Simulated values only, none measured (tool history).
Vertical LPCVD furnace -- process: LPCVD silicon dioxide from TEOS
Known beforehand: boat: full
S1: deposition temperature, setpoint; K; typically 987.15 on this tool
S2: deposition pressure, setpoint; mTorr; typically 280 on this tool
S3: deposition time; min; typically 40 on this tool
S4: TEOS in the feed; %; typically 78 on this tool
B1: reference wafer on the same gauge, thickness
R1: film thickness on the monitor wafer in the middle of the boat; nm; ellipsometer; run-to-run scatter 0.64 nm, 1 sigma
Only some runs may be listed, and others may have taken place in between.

run    day      S1   S2    S3  S4      B1      R1
  1      0  987.15  280    40  78  399.93  461.64
  2  0.412  987.15  280    36  78  399.95  414.01
  3  0.846  987.15  280    36  78  400.29  414.93
  4  1.725  987.15  280    40  78  399.93  462.54
     2.754  -- thermocouples replaced and temperature profile calibrated
  5  2.775  987.15  280    40  78  400.24  427.73
  6  2.988  987.15  280    40  78  399.79  426.41
  7    3.6  987.15  280    40  78  400.13  425.72
  8  4.054  987.15  280  24.5  87  399.56  275.44
     5.667  -- TEOS flow controller replaced
     5.725  -- gauge calibrated
     6.033  -- pressure gauge zeroed
  9  6.054  987.15  225  48.5  78  400.11  463.11
 10  6.267  987.15  250    40  78  399.95  402.34
 11  6.483  987.15  280    40  78  399.79  425.84
 12  6.796  992.15  215    40  78  400.27  418.43
 13  7.267  987.15  315    40  78  399.72  451.36
 14  7.942  987.15  280    36  78  399.82  383.65
 15  8.842  995.15  240  34.5  88  400.03  432.31

3 ways to go on from here, each from the tool as it stands after run 15. What would each give?
  A  9.058  981.15  280    40  78   ?   ?
  B  9.058  979.15  340  52.5  84   ?   ?
  C  9.058  987.15  280    54  88   ?   ?

run      B1      R1
  A  399.92  372.28
  B  399.92  533.72
  C  399.92  611.84
Without the tool's hidden state the same runs would have given:
run      R1
  A  371.83
  B  533.07
  C  611.11
